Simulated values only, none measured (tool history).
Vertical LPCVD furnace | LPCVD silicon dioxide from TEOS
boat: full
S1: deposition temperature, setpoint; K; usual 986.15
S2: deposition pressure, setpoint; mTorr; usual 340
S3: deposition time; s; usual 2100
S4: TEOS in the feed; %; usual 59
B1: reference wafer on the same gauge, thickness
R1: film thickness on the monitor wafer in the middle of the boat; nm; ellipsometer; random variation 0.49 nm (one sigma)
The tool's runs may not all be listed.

| run | day | S1 | S2 | S3 | S4 | B1 | R1 |
|---|---|---|---|---|---|---|---|
| 1 | 0.000 | 986.15 | 340 | 2100 | 59 | 284.47 | 325.32 |
| 2 | 0.629 | 986.15 | 340 | 2100 | 59 | 284.84 | 326.02 |
| 3 | 1.088 | 986.15 | 340 | 2100 | 59 | 285.03 | 326.39 |
| 4 | 1.438 | 986.15 | 340 | 2100 | 59 | 285.13 | 325.70 |
| 5 | 1.958 | 986.15 | 340 | 2100 | 59 | 285.13 | 326.14 |
| 6 | 2.292 | 986.15 | 340 | 2100 | 59 | 285.32 | 325.58 |
| 7 | 2.838 | 986.15 | 340 | 2100 | 59 | 285.41 | 327.02 |
|  | 4.171 | TEOS flow controller replaced |
|  | 4.196 | thermocouples replaced and temperature profile calibrated |
|  | 4.383 | pressure gauge zeroed |
| 8 | 4.404 | 977.15 | 380 | 2100 | 70 | 285.83 | 307.30 |
| 9 | 4.562 | 986.15 | 340 | 2490 | 66 | 285.76 | 410.12 |
| 10 | 4.717 | 986.15 | 255 | 1890 | 59 | 285.87 | 254.90 |
| 11 | 5.375 | 986.15 | 370 | 2850 | 65 | 285.95 | 484.25 |
|  | 5.679 | gauge calibrated |
| 12 | 5.754 | 986.15 | 310 | 2670 | 48 | 284.14 | 356.24 |
| 13 | 6.196 | 980.15 | 290 | 1860 | 52 | 284.50 | 217.86 |
| 14 | 6.838 | 986.15 | 340 | 2100 | 59 | 284.76 | 325.87 |
| 15 | 7.129 | 986.15 | 340 | 2490 | 66 | 285.09 | 409.73 |

Forecast each of these 3 alternatives for the next run:
| A | 7.288 | 986.15 | 280 | 2100 | 59 | ? | ? |
| B | 7.288 | 986.15 | 340 | 1410 | 59 | ? | ? |
| C | 7.288 | 992.15 | 340 | 2340 | 52 | ? | ? |

| run | B1 | R1 |
|---|---|---|
| A | 285.41 | 295.81 |
| B | 285.41 | 218.86 |
| C | 285.41 | 390.29 |
Without the tool's hidden state the same runs would have given:
| run | R1 |
|---|---|
| A | 294.62 |
| B | 217.98 |
| C | 388.72 |
